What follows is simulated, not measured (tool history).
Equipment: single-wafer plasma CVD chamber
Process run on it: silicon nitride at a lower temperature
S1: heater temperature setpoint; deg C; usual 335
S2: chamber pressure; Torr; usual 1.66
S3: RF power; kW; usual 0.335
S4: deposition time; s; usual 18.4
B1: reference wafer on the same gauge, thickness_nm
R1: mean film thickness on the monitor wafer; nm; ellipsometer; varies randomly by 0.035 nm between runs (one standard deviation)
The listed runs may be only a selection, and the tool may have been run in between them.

run     day   S1    S2     S3    S4      B1      R1
  1   0.000  335  1.66  0.335  18.4  23.902  22.925
  2   0.679  335  1.66  0.335  18.4  23.896  22.914
  3   1.254  331  1.66  0.335  18.4  23.902  23.008
  4   1.829  331  1.66  0.335  18.4  23.915  22.990
  5   2.329  331  1.66  0.335  18.4  23.915  23.050
  6   3.046  335  1.66  0.335  18.4  23.901  22.977
      3.517  -- RF generator calibrated
  7   3.658  335  1.66  0.335  18.4  23.904  23.342
  8   4.133  335  1.66  0.335  18.4  23.914  23.323
      4.617  -- gauge calibrated
  9   4.783  335  1.66  0.335  19.4  23.895  24.633
 10   5.108  335  1.66  0.335  19.4  23.914  24.541
 11   5.379  335  1.49  0.335  18.4  23.909  22.398
      5.800  -- showerhead replaced
 12   6.050  335  1.66  0.335  18.4  23.896  23.307
 13   6.367  324  1.66  0.335  18.4  23.894  23.393
      6.858  -- thermocouple changed; heater temperature recalibrated
 14   6.879  335  1.32  0.270  16.4  23.904  16.575
 15   7.004  335  2.01  0.335  18.4  23.884  24.832
 16   7.604  324  1.66  0.335  18.4  23.879  23.385
 17   8.158  335  2.05  0.285  18.4  23.897  22.526
      8.542  -- capacitance manometer re-zeroed and calibrated
 18   8.875  335  1.53  0.395  17.4  23.891  23.569
 19   9.383  349  1.66  0.400  15.6  23.907  21.885
 20   9.754  327  1.45  0.310  19.9  23.893  22.820
 21  10.162  341  1.66  0.285  18.4  23.902  21.003
 22  10.862  335  1.66  0.335  18.4  23.881  23.254
 23  11.575  327  1.45  0.310  19.9  23.899  22.873
 24  11.983  321  1.66  0.335  18.4  23.906  23.347
 25  12.458  346  1.90  0.300  17.0  23.898  20.926
 26  13.171  335  1.98  0.270  18.4  23.880  21.490
 27  13.704  350  1.29  0.335  16.8  23.886  19.126
 28  14.371  335  1.66  0.335  18.4  23.905  23.222
 29  14.808  335  1.53  0.395  17.4  23.894  23.570

Per-run results on a tool with no hidden state, each run keeping its own random variation:
What the log doesn't record here: wafer temperature above the value expected at the setpoint (K); delivered RF power above the setpoint (%); true pressure above the setpoint (%); gauge reads high (%).
run      R1
  1  23.327
  2  23.322
  3  23.423
  4  23.411
  5  23.476
  6  23.408
  7  23.389
  8  23.374
  9  24.692
 10  24.604
 11  22.457
 12  23.374
 13  23.464
 14  16.634
 15  24.913
 16  23.467
 17  22.616
 18  23.658
 19  21.971
 20  22.923
 21  21.104
 22  23.364
 23  22.992
 24  23.467
 25  21.044
 26  21.623
 27  19.237
 28  23.363
 29  23.713
